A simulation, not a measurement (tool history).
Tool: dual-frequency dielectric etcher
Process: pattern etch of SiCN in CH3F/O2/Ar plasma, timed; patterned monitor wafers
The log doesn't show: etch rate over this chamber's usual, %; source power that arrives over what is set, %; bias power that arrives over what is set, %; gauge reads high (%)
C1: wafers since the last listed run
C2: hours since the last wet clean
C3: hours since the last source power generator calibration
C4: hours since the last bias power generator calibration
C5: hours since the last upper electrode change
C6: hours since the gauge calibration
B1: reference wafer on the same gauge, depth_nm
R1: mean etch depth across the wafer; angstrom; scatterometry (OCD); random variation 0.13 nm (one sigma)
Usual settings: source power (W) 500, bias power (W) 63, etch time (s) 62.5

Run 1, day 0.000: usual settings; C1 0; C2 148.9; C3 2527.7; C4 4710.0; C5 3543.4; C6 348.3; B1 27.44. Result: R1 251.4 angstrom.
Run 2, day 1.408: usual settings; C1 288; C2 182.7; C3 2561.5; C4 4743.8; C5 3577.2; C6 382.1; B1 27.41. Result: R1 253.4 angstrom.
Run 3, day 1.996: usual settings but source power (W) 530, etch time (s) 73.5; C1 120; C2 196.8; C3 2575.6; C4 4757.9; C5 3591.3; C6 396.2; B1 27.39. Result: R1 308.3 angstrom.
Run 4, day 3.021: usual settings but source power (W) 530, etch time (s) 73.5; C1 209; C2 221.4; C3 2600.2; C4 4782.5; C5 3615.9; C6 420.8; B1 27.44. Result: R1 308.8 angstrom.
Run 5, day 3.550: usual settings but source power (W) 530, etch time (s) 73.5; C1 108; C2 234.1; C3 2612.9; C4 4795.2; C5 3628.6; C6 433.5; B1 27.44. Result: R1 310.3 angstrom.
Run 6, day 4.788: usual settings; C1 253; C2 263.8; C3 2642.6; C4 4824.9; C5 3658.3; C6 463.2; B1 27.50. Result: R1 256.0 angstrom.
Run 7, day 6.250: usual settings but source power (W) 550; C1 299; C2 298.9; C3 2677.7; C4 4860.0; C5 3693.4; C6 498.3; B1 27.36. Result: R1 269.4 angstrom.
Run 8, day 7.708: usual settings; C1 298; C2 333.9; C3 2712.7; C4 4895.0; C5 3728.4; C6 533.3; B1 27.44. Result: R1 259.3 angstrom.
At day 9.450: wet clean of the chamber.
Run 9, day 9.471: usual settings; C1 155; C2 0.5; C3 2755.0; C4 4937.3; C5 3770.7; C6 575.6; B1 27.43. Result: R1 249.8 angstrom.
Run 10, day 9.483: usual settings; C1 2; C2 0.8; C3 2755.3; C4 4937.6; C5 3771.0; C6 575.9; B1 27.48. Result: R1 247.5 angstrom.
Run 11, day 10.829: usual settings but bias power (W) 72; C1 275; C2 33.1; C3 2787.6; C4 4969.9; C5 3803.3; C6 608.2; B1 27.41. Result: R1 258.7 angstrom.
Run 12, day 11.392: usual settings but bias power (W) 72; C1 115; C2 46.6; C3 2801.1; C4 4983.4; C5 3816.8; C6 621.7; B1 27.36. Result: R1 257.7 angstrom.
At day 12.292: source power generator calibrated.
At day 13.017: upper electrode replaced.
Run 13, day 13.038: usual settings but source power (W) 440, bias power (W) 75, etch time (s) 44.0; C1 154; C2 86.1; C3 17.9; C4 5022.9; C5 0.5; C6 661.2; B1 27.35. Result: R1 174.1 angstrom.
Run 14, day 13.629: usual settings but bias power (W) 78, etch time (s) 75.0; C1 120; C2 100.3; C3 32.1; C4 5037.1; C5 14.7; C6 675.4; B1 27.49. Result: R1 319.9 angstrom.
At day 13.783: gauge calibrated.
Run 15, day 14.854: usual settings but source power (W) 400, bias power (W) 50; C1 250; C2 129.7; C3 61.5; C4 5066.5; C5 44.1; C6 25.7; B1 27.46. Result: R1 213.4 angstrom.
Run 16, day 15.538: usual settings but source power (W) 470; C1 139; C2 146.1; C3 77.9; C4 5082.9; C5 60.5; C6 42.1; B1 27.42. Result: R1 247.7 angstrom.
At day 16.075: bias power generator calibrated.
Run 17, day 16.233: usual settings but etch time (s) 76.5; C1 108; C2 162.8; C3 94.6; C4 3.8; C5 77.2; C6 58.8; B1 27.47. Result: R1 315.6 angstrom.
Run 18, day 16.775: usual settings but source power (W) 420, bias power (W) 49, etch time (s) 71.0; C1 110; C2 175.8; C3 107.6; C4 16.8; C5 90.2; C6 71.8; B1 27.41. Result: R1 247.7 angstrom.
Run 19, day 17.371: usual settings; C1 121; C2 190.1; C3 121.9; C4 31.1; C5 104.5; C6 86.1; B1 27.42. Result: R1 255.5 angstrom.
Run 20, day 18.767: usual settings but bias power (W) 54, etch time (s) 78.5; C1 285; C2 223.6; C3 155.4; C4 64.6; C5 138.0; C6 119.6; B1 27.35. Result: R1 312.6 angstrom.
Run 21, day 19.596: usual settings but source power (W) 420, etch time (s) 68.0; C1 169; C2 243.5; C3 175.3; C4 84.5; C5 157.9; C6 139.5; B1 27.38. Result: R1 254.4 angstrom.

Run 22 comes next. What will it give?
Run 22, day 21.004: usual settings but source power (W) 450, etch time (s) 77.5; C1 288; C2 277.3; C3 209.1; C4 118.3; C5 191.7; C6 173.3; B1 ?. Result: R1 ?.

Run 22 gave B1 27.35, R1 305.9 angstrom.
Without the tool's hidden state the same run would have given R1 292.2 angstrom.
